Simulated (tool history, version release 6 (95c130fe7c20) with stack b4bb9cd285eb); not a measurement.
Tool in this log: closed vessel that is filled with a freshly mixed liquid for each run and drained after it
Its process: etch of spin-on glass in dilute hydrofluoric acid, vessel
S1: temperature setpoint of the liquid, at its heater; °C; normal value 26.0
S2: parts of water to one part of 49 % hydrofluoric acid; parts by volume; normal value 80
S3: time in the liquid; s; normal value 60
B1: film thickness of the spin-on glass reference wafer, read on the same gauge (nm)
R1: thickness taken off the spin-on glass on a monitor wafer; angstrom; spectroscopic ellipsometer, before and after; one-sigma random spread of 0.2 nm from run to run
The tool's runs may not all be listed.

run   hour    S1   S2  S3      B1     R1
  1    0.0  26.0   80  60  149.97  421.8
  2   67.0  26.0   80  60  149.99  421.7
  3  117.0  26.0   80  60  150.00  421.6
  4  142.7  26.0   80  60  150.01  425.5
  5  189.9  27.5   80  60  150.00  443.2
  6  243.2  27.5   80  60  149.97  444.7
  7  291.5  26.0  110  80  149.99  388.9
  8  337.6  26.0  110  80  149.98  389.2
  9  387.7  26.0  110  80  150.00  385.6
 10  418.1  28.0   60  95  149.96  969.2
 11  487.5  30.0   80  45  150.01  360.4
 12  525.0  24.5   55  75  150.02  729.3
     542.7  -- hydrofluoric acid flow meter replaced
 13  562.9  26.0   80  60  150.01  408.9
 14  590.8  28.5  100  60  150.03  350.8
     622.5  -- gauge calibrated
     645.8  -- thermometer replaced
 15  656.9  26.0   65  90  150.01  806.0
 16  722.3  21.0   40  80  150.00  979.3
 17  791.1  21.5   70  50  150.00  342.9
 18  840.6  26.0   80  60  150.03  422.5

Pick out some run-to-run changes in R1. Of each, how much would a tool without hidden state show as well, from the settings, what came in and chance, and how much is left for the hidden state and any gauge scatter not in both results compared?
Hidden state present: liquid colder than its thermometer reads (K); hydrofluoric acid flow below the setpoint (%); gauge reads high (%).
Run 9 -> 10: S1 26.0 -> 28.0, S2 110 -> 60, S3 80 -> 95. R1 +583.6 angstrom: hidden state -36.7, all else +620.3.
Run 16 -> 17: S1 21.0 -> 21.5, S2 40 -> 70, S3 80 -> 50. R1 -636.4 angstrom: hidden state +10.3, all else -646.7.

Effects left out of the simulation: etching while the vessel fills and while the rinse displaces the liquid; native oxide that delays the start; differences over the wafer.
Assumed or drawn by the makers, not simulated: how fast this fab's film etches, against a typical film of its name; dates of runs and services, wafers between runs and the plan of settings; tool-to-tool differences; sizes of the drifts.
